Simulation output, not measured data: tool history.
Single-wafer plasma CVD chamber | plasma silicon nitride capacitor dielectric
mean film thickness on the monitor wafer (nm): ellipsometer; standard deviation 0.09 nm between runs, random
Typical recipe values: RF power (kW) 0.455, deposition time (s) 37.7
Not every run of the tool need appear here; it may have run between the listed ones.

run,day,RF power (kW),deposition time (s),wafers since the last listed run,hours since the last RF generator calibration,hours since the showerhead was replaced,hours since the gauge calibration,"read-back reference wafer on the same gauge, thickness_nm",mean film thickness on the monitor wafer (nm)
1,0,0.455,39.9,0,1615.3,2834.1,383.4,51.491,55.92
2,0.862,0.455,37.7,383,1636,2854.8,404.1,51.526,52.781
3,1.542,0.455,32.6,301,1652.3,2871.1,420.4,51.5,45.754
4,2.529,0.455,32.6,438,1676,2894.8,444.1,51.492,45.75
5,3.971,0.455,32.6,640,1710.6,2929.4,478.7,51.478,45.829
6,4.604,0.455,37.7,281,1725.8,2944.6,493.9,51.519,52.889
7,5.283,0.455,37.7,301,1742.1,2960.9,510.2,51.496,52.755
8,6.383,0.455,37.7,489,1768.5,2987.3,536.6,51.5,52.837
9,7.438,0.455,37.7,468,1793.8,3012.6,561.9,51.495,52.929
10,8.158,0.455,37.7,320,1811.1,3029.9,579.2,51.494,52.709
11,9.612,0.455,37.7,646,1846,3064.8,614.1,51.516,52.952
12,10.983,0.455,39.8,609,1878.9,3097.7,647,51.5,55.724
13,11.988,0.455,39.8,446,1903,3121.8,671.1,51.512,55.669
# day 12.075: gauge calibrated
14,12.95,0.455,33.4,427,1926.1,3144.9,21,51.513,46.697
15,13.479,0.455,33.4,235,1938.8,3157.6,33.7,51.493,46.604
16,15.138,0.455,37.7,737,1978.6,3197.4,73.5,51.499,52.735
17,16.425,0.53,32.4,572,2009.5,3228.3,104.4,51.517,47.542
18,16.954,0.37,37.7,235,2022.2,3241,117.1,51.501,49.215
19,17.933,0.455,37.7,435,2045.7,3264.5,140.6,51.497,52.571
20,19.112,0.455,37.7,524,2074,3292.8,168.9,51.512,52.635
# day 20.1: showerhead replaced
21,20.367,0.505,37.7,409,2104.1,6.4,199,51.491,54.397
22,21.738,0.455,37.7,609,2137,39.3,231.9,51.52,52.438
# day 23.038: RF generator calibrated
23,23.058,0.5,42.7,438,0.5,71,263.6,51.526,62.947
24,23.396,0.54,35.1,150,8.6,79.1,271.7,51.507,53.116
25,24.754,0.455,37.7,603,41.2,111.7,304.3,51.486,53.773
26,25.35,0.53,37.7,264,55.5,126,318.6,51.53,56.48
27,26.608,0.455,37.7,559,85.7,156.2,348.8,51.479,53.892
28,27.858,0.485,45.1,555,115.7,186.2,378.8,51.521,65.828
29,28.483,0.365,43,277,130.7,201.2,393.8,51.501,57.195
30,29.062,0.455,32.8,257,144.6,215.1,407.7,51.485,46.802
31,30.454,0.395,35.6,618,178,248.5,441.1,51.491,48.493
32,31.067,0.455,37.7,272,192.7,263.2,455.8,51.496,53.707

Hidden state, per run?
gauge reads high (%): 0 across all the runs
H1: delivered RF power above the setpoint (%)
run,H1
1,-6.1
2,-6.16
3,-6.22
4,-6.29
5,-6.4
6,-6.45
7,-6.5
8,-6.59
9,-6.67
10,-6.72
11,-6.83
12,-6.94
13,-7.01
14,-7.09
15,-7.13
16,-7.25
17,-7.35
18,-7.39
19,-7.47
20,-7.56
21,-7.65
22,-7.76
23,-0.456
24,-0.482
25,-0.586
26,-0.631
27,-0.727
28,-0.823
29,-0.871
30,-0.915
31,-1.02
32,-1.07
